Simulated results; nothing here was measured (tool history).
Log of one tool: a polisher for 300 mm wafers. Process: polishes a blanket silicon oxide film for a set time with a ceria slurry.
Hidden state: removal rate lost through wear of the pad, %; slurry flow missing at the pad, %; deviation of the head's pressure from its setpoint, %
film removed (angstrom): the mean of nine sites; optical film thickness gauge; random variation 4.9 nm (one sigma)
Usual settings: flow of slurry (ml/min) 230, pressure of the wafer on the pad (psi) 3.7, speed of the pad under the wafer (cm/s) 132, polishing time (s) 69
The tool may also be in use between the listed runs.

run,hour,flow of slurry (ml/min),pressure of the wafer on the pad (psi),speed of the pad under the wafer (cm/s),polishing time (s),wafers since the last listed run,wafers polished on this pad,hours since the slurry nozzle was cleaned,hours since the head pressure was calibrated,"incoming thickness of the incoming film, nm",film removed (angstrom)
1,0.0,230,3.7,132,69,0,257,242.7,886.2,1739.7,4613
# hour 9.8: slurry nozzle cleaned
2,11.6,230,3.7,132,69,96,354,1.8,897.8,1715.8,4789
3,23.0,230,3.7,132,69,104,458,13.2,909.2,1723.4,4619
# hour 33.7: worn pad replaced by a new one
4,36.9,230,3.7,132,69,90,29,27.1,923.1,1712.2,5031
5,50.4,230,3.7,132,59,123,153,40.6,936.6,1738.9,4350
6,63.1,230,3.7,132,59,116,269,53.3,949.3,1730.9,4171
7,75.1,230,4.5,132,81,109,378,65.3,961.3,1749.5,6511
# hour 90.6: worn pad replaced by a new one
8,91.1,230,3.7,132,69,109,4,81.3,977.3,1748.8,5024
# hour 115.6: head pressure recalibrated
9,123.7,230,3.7,132,69,279,284,113.9,8.1,1740.3,4841
10,140.5,200,3.7,114,69,153,437,130.7,24.9,1758.9,3962
# hour 147.4: worn pad replaced by a new one
11,185.7,230,3.7,132,69,376,350,175.9,70.1,1757.7,4657
12,192.1,300,2.9,116,50,58,408,182.3,76.5,1734.4,2557
13,205.1,230,4.9,132,49,118,527,195.3,89.5,1749.6,3814
# hour 211.4: slurry nozzle cleaned
# hour 218.1: worn pad replaced by a new one
14,218.6,230,4.3,100,69,77,4,7.2,103.0,1744.7,4208
15,233.4,230,3.7,132,59,135,139,22.0,117.8,1732.1,4227
16,249.5,250,3.7,110,69,147,286,38.1,133.9,1768.4,4198
17,258.3,230,2.5,116,80,80,367,46.9,142.7,1731.4,3849
18,267.2,280,2.9,174,69,81,448,55.8,151.6,1728.6,5468
19,275.4,230,4.9,120,91,74,523,64.0,159.8,1776.4,6684

5 ways to go on from here, each from the tool as it stands after run 19. What would each give?
A,275.9,230,3.7,94,69,4,528,64.5,160.3,1713.8,?
B,275.9,230,2.7,164,69,4,528,64.5,160.3,1713.8,?
C,275.9,200,4.8,132,69,4,528,64.5,160.3,1713.8,?
D,275.9,290,3.7,132,52,4,528,64.5,160.3,1713.8,?
E,275.9,230,3.7,132,52,4,528,64.5,160.3,1713.8,?

run,film removed (angstrom)
A,3299
B,4687
C,5497
D,3568
E,3491
Without the tool's hidden state the same runs would have given:
run,film removed (angstrom)
A,3654
B,5192
C,6092
D,3950
E,3867

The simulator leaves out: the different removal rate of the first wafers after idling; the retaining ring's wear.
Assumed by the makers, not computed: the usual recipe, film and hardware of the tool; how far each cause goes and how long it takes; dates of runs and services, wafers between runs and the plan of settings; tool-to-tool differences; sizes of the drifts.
